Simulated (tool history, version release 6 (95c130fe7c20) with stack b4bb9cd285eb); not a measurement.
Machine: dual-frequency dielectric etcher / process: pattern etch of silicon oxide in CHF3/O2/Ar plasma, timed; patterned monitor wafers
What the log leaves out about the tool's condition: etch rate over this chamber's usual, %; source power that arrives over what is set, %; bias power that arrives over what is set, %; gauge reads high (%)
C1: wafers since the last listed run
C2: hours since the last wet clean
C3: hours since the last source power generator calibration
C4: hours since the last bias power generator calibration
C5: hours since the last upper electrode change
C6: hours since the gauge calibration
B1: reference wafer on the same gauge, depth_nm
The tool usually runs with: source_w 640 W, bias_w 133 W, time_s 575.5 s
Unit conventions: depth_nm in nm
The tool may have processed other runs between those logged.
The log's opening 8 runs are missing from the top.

run 9 hour=379.0 | source_w=640 bias_w=133 time_s=575.5 | C1=197 C2=73.6 C3=2274.5 C4=3409.5 C5=3809.3 C6=1329.1 | B1=1089.6 | depth_nm=1030.9
run 10 hour=421.2 | source_w=640 bias_w=133 time_s=575.5 | C1=142 C2=115.8 C3=2316.7 C4=3451.7 C5=3851.5 C6=1371.3 | B1=1089.6 | depth_nm=1037.7
run 11 hour=471.6 | source_w=680 bias_w=133 time_s=575.5 | C1=170 C2=166.2 C3=2367.1 C4=3502.1 C5=3901.9 C6=1421.7 | B1=1090.1 | depth_nm=1050.9
run 12 hour=498.9 | source_w=640 bias_w=133 time_s=575.5 | C1=92 C2=193.5 C3=2394.4 C4=3529.4 C5=3929.2 C6=1449.0 | B1=1090.2 | depth_nm=1039.8
run 13 hour=546.2 | source_w=640 bias_w=133 time_s=469.0 | C1=159 C2=240.8 C3=2441.7 C4=3576.7 C5=3976.5 C6=1496.3 | B1=1090.1 | depth_nm=846.8
-- hour=553.4 gauge calibrated
-- hour=586.2 upper electrode replaced
run 14 hour=591.8 | source_w=640 bias_w=148 time_s=575.5 | C1=72 C2=286.4 C3=2487.3 C4=3622.3 C5=5.6 C6=38.4 | B1=1090.0 | depth_nm=1097.7
run 15 hour=620.3 | source_w=640 bias_w=110 time_s=521.0 | C1=96 C2=314.9 C3=2515.8 C4=3650.8 C5=34.1 C6=66.9 | B1=1090.1 | depth_nm=853.4
-- hour=659.5 source power generator calibrated
run 16 hour=677.7 | source_w=560 bias_w=133 time_s=575.5 | C1=180 C2=372.3 C3=18.2 C4=3708.2 C5=91.5 C6=124.3 | B1=1090.0 | depth_nm=1019.2
run 17 hour=732.5 | source_w=580 bias_w=133 time_s=575.5 | C1=184 C2=427.1 C3=73.0 C4=3763.0 C5=146.3 C6=179.1 | B1=1089.8 | depth_nm=1029.1
run 18 hour=779.7 | source_w=780 bias_w=146 time_s=405.5 | C1=159 C2=474.3 C3=120.2 C4=3810.2 C5=193.5 C6=226.3 | B1=1089.6 | depth_nm=808.4
run 19 hour=829.9 | source_w=720 bias_w=133 time_s=464.0 | C1=169 C2=524.5 C3=170.4 C4=3860.4 C5=243.7 C6=276.5 | B1=1090.8 | depth_nm=872.5
-- hour=879.4 wet clean of the chamber
run 20 hour=889.7 | source_w=640 bias_w=133 time_s=575.5 | C1=120 C2=10.3 C3=230.2 C4=3920.2 C5=303.5 C6=336.3 | B1=1089.9 | depth_nm=1032.5
-- hour=902.8 bias power generator calibrated
run 21 hour=921.7 | source_w=640 bias_w=133 time_s=747.0 | C1=94 C2=42.3 C3=262.2 C4=18.9 C5=335.5 C6=368.3 | B1=1089.3 | depth_nm=1341.9
run 22 hour=989.5 | source_w=640 bias_w=133 time_s=575.5 | C1=228 C2=110.1 C3=330.0 C4=86.7 C5=403.3 C6=436.1 | B1=1089.7 | depth_nm=1037.5
run 23 hour=1046.0 | source_w=480 bias_w=146 time_s=705.5 | C1=190 C2=166.6 C3=386.5 C4=143.2 C5=459.8 C6=492.6 | B1=1090.7 | depth_nm=1261.3
run 24 hour=1083.4 | source_w=640 bias_w=133 time_s=462.0 | C1=126 C2=204.0 C3=423.9 C4=180.6 C5=497.2 C6=530.0 | B1=1090.9 | depth_nm=836.9
run 25 hour=1127.4 | source_w=640 bias_w=153 time_s=417.0 | C1=148 C2=248.0 C3=467.9 C4=224.6 C5=541.2 C6=574.0 | B1=1089.8 | depth_nm=812.6
run 26 hour=1182.5 | source_w=640 bias_w=133 time_s=575.5 | C1=186 C2=303.1 C3=523.0 C4=279.7 C5=596.3 C6=629.1 | B1=1089.9 | depth_nm=1047.7
run 27 hour=1216.3 | source_w=640 bias_w=133 time_s=575.5 | C1=114 C2=336.9 C3=556.8 C4=313.5 C5=630.1 C6=662.9 | B1=1089.3 | depth_nm=1047.7
run 28 hour=1285.0 | source_w=760 bias_w=133 time_s=575.5 | C1=231 C2=405.6 C3=625.5 C4=382.2 C5=698.8 C6=731.6 | B1=1089.6 | depth_nm=1095.1
run 29 hour=1315.0 | source_w=640 bias_w=146 time_s=452.0 | C1=101 C2=435.6 C3=655.5 C4=412.2 C5=728.8 C6=761.6 | B1=1090.2 | depth_nm=865.1

Expected results for the next run?
run 30 hour=1357.6 | source_w=640 bias_w=133 time_s=674.0 | C1=143 C2=478.2 C3=698.1 C4=454.8 C5=771.4 C6=804.2 | B1=? | depth_nm=?

B1: 1089.9
depth_nm: 1232.6 nm
Without the tool's hidden state the same run would have given depth_nm 1201.1 nm.
